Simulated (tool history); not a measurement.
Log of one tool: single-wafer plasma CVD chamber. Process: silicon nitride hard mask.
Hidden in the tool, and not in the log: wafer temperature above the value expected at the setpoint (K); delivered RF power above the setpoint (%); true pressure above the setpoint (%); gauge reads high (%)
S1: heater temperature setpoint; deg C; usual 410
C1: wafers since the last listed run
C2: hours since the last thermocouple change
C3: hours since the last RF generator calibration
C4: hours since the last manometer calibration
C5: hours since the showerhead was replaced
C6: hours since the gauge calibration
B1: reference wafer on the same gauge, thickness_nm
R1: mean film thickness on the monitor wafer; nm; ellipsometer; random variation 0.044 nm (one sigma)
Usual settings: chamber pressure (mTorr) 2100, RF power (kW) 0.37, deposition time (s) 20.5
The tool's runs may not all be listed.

run 1 hour=0 | S1=410 chamber_pressure_(mTorr)=1840 RF_power_(kW)=0.37 deposition_time_(s)=20.5 | C1=0 C2=1274.3 C3=458.5 C4=1870.1 C5=5972.5 C6=532.4 | B1=31.796 | R1=28.659
run 2 hour=67.3 | S1=410 chamber_pressure_(mTorr)=1840 RF_power_(kW)=0.37 deposition_time_(s)=20.5 | C1=1760 C2=1341.6 C3=525.8 C4=1937.4 C5=6039.8 C6=599.7 | B1=31.809 | R1=28.658
run 3 hour=127.4 | S1=410 chamber_pressure_(mTorr)=1840 RF_power_(kW)=0.37 deposition_time_(s)=20.5 | C1=1572 C2=1401.7 C3=585.9 C4=1997.5 C5=6099.9 C6=659.8 | B1=31.819 | R1=28.657
run 4 hour=177.5 | S1=410 chamber_pressure_(mTorr)=2100 RF_power_(kW)=0.395 deposition_time_(s)=20.5 | C1=1310 C2=1451.8 C3=636 C4=2047.6 C5=6150 C6=709.9 | B1=31.782 | R1=30.148
run 5 hour=228.8 | S1=410 chamber_pressure_(mTorr)=2100 RF_power_(kW)=0.37 deposition_time_(s)=20.5 | C1=1342 C2=1503.1 C3=687.3 C4=2098.9 C5=6201.3 C6=761.2 | B1=31.811 | R1=29.315
run 6 hour=291.1 | S1=410 chamber_pressure_(mTorr)=2100 RF_power_(kW)=0.37 deposition_time_(s)=20.5 | C1=1630 C2=1565.4 C3=749.6 C4=2161.2 C5=6263.6 C6=823.5 | B1=31.807 | R1=29.239
-- hour=304.1 capacitance manometer re-zeroed and calibrated
run 7 hour=346.9 | S1=410 chamber_pressure_(mTorr)=2100 RF_power_(kW)=0.37 deposition_time_(s)=20.5 | C1=1250 C2=1621.2 C3=805.4 C4=42.8 C5=6319.4 C6=879.3 | B1=31.808 | R1=29.2
-- hour=393.3 gauge calibrated
-- hour=406.8 thermocouple changed; heater temperature recalibrated
run 8 hour=408 | S1=410 chamber_pressure_(mTorr)=1730 RF_power_(kW)=0.37 deposition_time_(s)=20.5 | C1=1389 C2=1.2 C3=866.5 C4=103.9 C5=6380.5 C6=14.7 | B1=31.804 | R1=28.333
run 9 hour=460.6 | S1=410 chamber_pressure_(mTorr)=2100 RF_power_(kW)=0.37 deposition_time_(s)=18.3 | C1=1376 C2=53.8 C3=919.1 C4=156.5 C5=6433.1 C6=67.3 | B1=31.797 | R1=26.119
run 10 hour=495.6 | S1=410 chamber_pressure_(mTorr)=2100 RF_power_(kW)=0.37 deposition_time_(s)=18 | C1=915 C2=88.8 C3=954.1 C4=191.5 C5=6468.1 C6=102.3 | B1=31.801 | R1=25.701
run 11 hour=543.1 | S1=410 chamber_pressure_(mTorr)=2100 RF_power_(kW)=0.405 deposition_time_(s)=18.2 | C1=1242 C2=136.3 C3=1001.6 C4=239 C5=6515.6 C6=149.8 | B1=31.794 | R1=26.92
-- hour=553.6 RF generator calibrated
-- hour=566.2 showerhead replaced
run 12 hour=588.6 | S1=410 chamber_pressure_(mTorr)=2100 RF_power_(kW)=0.3 deposition_time_(s)=23.8 | C1=771 C2=181.8 C3=35 C4=284.5 C5=22.4 C6=195.3 | B1=31.777 | R1=31.312
run 13 hour=646 | S1=419 chamber_pressure_(mTorr)=2430 RF_power_(kW)=0.34 deposition_time_(s)=23.2 | C1=1501 C2=239.2 C3=92.4 C4=341.9 C5=79.8 C6=252.7 | B1=31.799 | R1=32.744
run 14 hour=670.1 | S1=410 chamber_pressure_(mTorr)=2250 RF_power_(kW)=0.305 deposition_time_(s)=16.7 | C1=630 C2=263.3 C3=116.5 C4=366 C5=103.9 C6=276.8 | B1=31.799 | R1=22.354
run 15 hour=716.7 | S1=410 chamber_pressure_(mTorr)=2100 RF_power_(kW)=0.37 deposition_time_(s)=20.5 | C1=1219 C2=309.9 C3=163.1 C4=412.6 C5=150.5 C6=323.4 | B1=31.806 | R1=29.437
run 16 hour=786.2 | S1=410 chamber_pressure_(mTorr)=1620 RF_power_(kW)=0.31 deposition_time_(s)=17.6 | C1=1818 C2=379.4 C3=232.6 C4=482.1 C5=220 C6=392.9 | B1=31.802 | R1=22.414
run 17 hour=849 | S1=410 chamber_pressure_(mTorr)=2100 RF_power_(kW)=0.37 deposition_time_(s)=20.5 | C1=1643 C2=442.2 C3=295.4 C4=544.9 C5=282.8 C6=455.7 | B1=31.808 | R1=29.401

Forecast each of these 5 alternatives for the next run:
run A hour=849.4 | S1=410 chamber_pressure_(mTorr)=1880 RF_power_(kW)=0.37 deposition_time_(s)=20.5 | C1=10 C2=442.6 C3=295.8 C4=545.3 C5=283.2 C6=456.1 | B1=? | R1=?
run B hour=849.4 | S1=404 chamber_pressure_(mTorr)=2100 RF_power_(kW)=0.37 deposition_time_(s)=20.5 | C1=10 C2=442.6 C3=295.8 C4=545.3 C5=283.2 C6=456.1 | B1=? | R1=?
run C hour=849.4 | S1=414 chamber_pressure_(mTorr)=2530 RF_power_(kW)=0.43 deposition_time_(s)=17.8 | C1=10 C2=442.6 C3=295.8 C4=545.3 C5=283.2 C6=456.1 | B1=? | R1=?
run D hour=849.4 | S1=410 chamber_pressure_(mTorr)=2380 RF_power_(kW)=0.32 deposition_time_(s)=20.5 | C1=10 C2=442.6 C3=295.8 C4=545.3 C5=283.2 C6=456.1 | B1=? | R1=?
run E hour=849.4 | S1=423 chamber_pressure_(mTorr)=2100 RF_power_(kW)=0.3 deposition_time_(s)=20.5 | C1=10 C2=442.6 C3=295.8 C4=545.3 C5=283.2 C6=456.1 | B1=? | R1=?

run=A B1=31.807 R1=28.85
run=B B1=31.807 R1=29.447
run=C B1=31.807 R1=28.015
run=D B1=31.807 R1=28.236
run=E B1=31.807 R1=26.761
Without the tool's hidden state the same runs would have given:
run=A R1=28.918
run=B R1=29.516
run=C R1=28.076
run=D R1=28.302
run=E R1=26.826
